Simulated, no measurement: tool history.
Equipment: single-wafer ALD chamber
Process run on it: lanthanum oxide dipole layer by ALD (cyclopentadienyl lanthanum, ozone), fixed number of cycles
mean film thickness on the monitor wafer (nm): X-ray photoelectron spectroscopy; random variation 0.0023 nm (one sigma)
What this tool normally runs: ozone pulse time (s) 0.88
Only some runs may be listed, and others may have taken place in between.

| run | hour | ozone pulse time (s) | wafers since the last listed run | hours since the last thermocouple change | hours since the last ozone generator service | hours since the showerhead was replaced | hours since the gauge calibration | read-back reference wafer on the same gauge, thickness_nm | mean film thickness on the monitor wafer (nm) |
|---|---|---|---|---|---|---|---|---|---|
| 1 | 0.0 | 0.88 | 0 | 1999.2 | 1075.9 | 7265.0 | 626.1 | 0.615 | 0.507 |
| 2 | 60.4 | 0.88 | 1032 | 2059.6 | 1136.3 | 7325.4 | 686.5 | 0.616 | 0.509 |
| 3 | 127.8 | 0.88 | 1152 | 2127.0 | 1203.7 | 7392.8 | 753.9 | 0.616 | 0.505 |
| 4 | 177.2 | 0.88 | 844 | 2176.4 | 1253.1 | 7442.2 | 803.3 | 0.615 | 0.509 |
| 5 | 247.9 | 0.88 | 1208 | 2247.1 | 1323.8 | 7512.9 | 874.0 | 0.615 | 0.506 |
| 6 | 283.0 | 0.88 | 600 | 2282.2 | 1358.9 | 7548.0 | 909.1 | 0.616 | 0.500 |
| 7 | 317.0 | 0.70 | 581 | 2316.2 | 1392.9 | 7582.0 | 943.1 | 0.616 | 0.412 |
| 8 | 373.7 | 0.70 | 969 | 2372.9 | 1449.6 | 7638.7 | 999.8 | 0.615 | 0.410 |
| 9 | 435.3 | 1.01 | 1053 | 2434.5 | 1511.2 | 7700.3 | 1061.4 | 0.615 | 0.541 |
|  | 448.6 | showerhead replaced |
| 10 | 490.5 | 1.01 | 807 | 2489.7 | 1566.4 | 41.9 | 1116.6 | 0.614 | 0.543 |
| 11 | 527.3 | 1.15 | 629 | 2526.5 | 1603.2 | 78.7 | 1153.4 | 0.615 | 0.573 |
|  | 554.5 | gauge calibrated |
| 12 | 573.4 | 1.07 | 788 | 2572.6 | 1649.3 | 124.8 | 18.9 | 0.615 | 0.557 |
| 13 | 621.8 | 0.88 | 827 | 2621.0 | 1697.7 | 173.2 | 67.3 | 0.616 | 0.499 |
| 14 | 666.1 | 1.17 | 757 | 2665.3 | 1742.0 | 217.5 | 111.6 | 0.615 | 0.571 |
|  | 691.5 | thermocouple changed; heater temperature recalibrated |
| 15 | 698.1 | 1.01 | 410 | 6.6 | 1774.0 | 249.5 | 143.6 | 0.616 | 0.538 |
|  | 758.0 | ozone generator serviced |
| 16 | 826.4 | 1.16 | 2056 | 134.9 | 68.4 | 377.8 | 271.9 | 0.615 | 0.589 |
| 17 | 893.0 | 0.88 | 1138 | 201.5 | 135.0 | 444.4 | 338.5 | 0.615 | 0.518 |
| 18 | 1055.8 | 1.13 | 2783 | 364.3 | 297.8 | 607.2 | 501.3 | 0.616 | 0.583 |
| 19 | 1093.5 | 1.03 | 644 | 402.0 | 335.5 | 644.9 | 539.0 | 0.614 | 0.564 |
| 20 | 1147.9 | 0.55 | 930 | 456.4 | 389.9 | 699.3 | 593.4 | 0.615 | 0.299 |
| 21 | 1212.2 | 0.62 | 1099 | 520.7 | 454.2 | 763.6 | 657.7 | 0.615 | 0.367 |

Branching from run 21: 4 alternative next runs. What would each branch give?
| A | 1212.6 | 0.88 | 6 | 521.1 | 454.6 | 764.0 | 658.1 | ? | ? |
| B | 1212.6 | 1.18 | 6 | 521.1 | 454.6 | 764.0 | 658.1 | ? | ? |
| C | 1212.6 | 0.53 | 6 | 521.1 | 454.6 | 764.0 | 658.1 | ? | ? |
| D | 1212.6 | 1.10 | 6 | 521.1 | 454.6 | 764.0 | 658.1 | ? | ? |

| run | read-back reference wafer on the same gauge, thickness_nm | mean film thickness on the monitor wafer (nm) |
|---|---|---|
| A | 0.616 | 0.521 |
| B | 0.616 | 0.591 |
| C | 0.616 | 0.278 |
| D | 0.616 | 0.578 |
With no hidden state in the tool, these same runs would have given:
| run | mean film thickness on the monitor wafer (nm) |
|---|---|
| A | 0.523 |
| B | 0.592 |
| C | 0.280 |
| D | 0.580 |

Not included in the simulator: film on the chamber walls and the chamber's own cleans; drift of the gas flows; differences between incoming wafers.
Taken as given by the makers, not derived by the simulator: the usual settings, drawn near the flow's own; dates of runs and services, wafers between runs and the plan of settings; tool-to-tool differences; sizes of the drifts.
